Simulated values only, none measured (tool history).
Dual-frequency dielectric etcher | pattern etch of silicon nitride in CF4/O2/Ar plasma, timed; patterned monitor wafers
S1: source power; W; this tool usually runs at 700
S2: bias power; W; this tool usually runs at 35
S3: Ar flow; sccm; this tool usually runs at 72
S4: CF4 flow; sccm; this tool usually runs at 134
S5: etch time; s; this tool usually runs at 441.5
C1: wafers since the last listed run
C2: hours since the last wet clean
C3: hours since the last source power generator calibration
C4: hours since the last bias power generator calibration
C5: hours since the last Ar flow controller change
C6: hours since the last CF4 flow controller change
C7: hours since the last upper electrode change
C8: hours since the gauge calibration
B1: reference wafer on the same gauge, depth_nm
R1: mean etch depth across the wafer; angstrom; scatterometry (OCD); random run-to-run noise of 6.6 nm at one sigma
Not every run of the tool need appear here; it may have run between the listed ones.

run   hour   S1  S2  S3   S4     S5  C1     C2      C3      C4      C5      C6      C7     C8     B1     R1
  1    0.0  700  35  72  134  471.5   0  282.2  2716.9  2857.3  5139.7  1795.8  5536.4   37.3  860.7  10140
  2    7.2  700  35  72  134  471.5  28  289.4  2724.1  2864.5  5146.9  1803.0  5543.6   44.5  860.8  10061
  3   23.6  700  35  72  134  471.5  64  305.8  2740.5  2880.9  5163.3  1819.4  5560.0   60.9  857.1   9996
  4   36.4  700  35  72  114  441.5  50  318.6  2753.3  2893.7  5176.1  1832.2  5572.8   73.7  860.7   9283
  5   43.5  700  35  72  134  441.5  27  325.7  2760.4  2900.8  5183.2  1839.3  5579.9   80.8  863.0   9411
  6   60.4  700  35  72  134  441.5  66  342.6  2777.3  2917.7  5200.1  1856.2  5596.8   97.7  862.9   9402
  7   72.2  700  35  72  134  441.5  46  354.4  2789.1  2929.5  5211.9  1868.0  5608.6  109.5  856.7   9388
  8   78.8  700  35  72  134  441.5  26  361.0  2795.7  2936.1  5218.5  1874.6  5615.2  116.1  862.0   9443
     104.0  -- wet clean of the chamber
  9  104.5  700  35  72  134  441.5   6    0.5  2821.4  2961.8  5244.2  1900.3  5640.9  141.8  859.3   9069
 10  104.9  810  35  72  134  441.5   1    0.9  2821.8  2962.2  5244.6  1900.7  5641.3  142.2  860.8  10604

The next listed run, before its measurement:
     120.5  -- CF4 flow controller replaced
 11  121.0  700  35  77  134  441.5  39  17.0  2837.9  2978.3  5260.7  0.5  5657.4  158.3   ?   ?

{"run 11": {"B1": 859.6, "R1": 8918}}
Minus the tool's unlogged condition, the same run would have read R1 9535 angstrom.
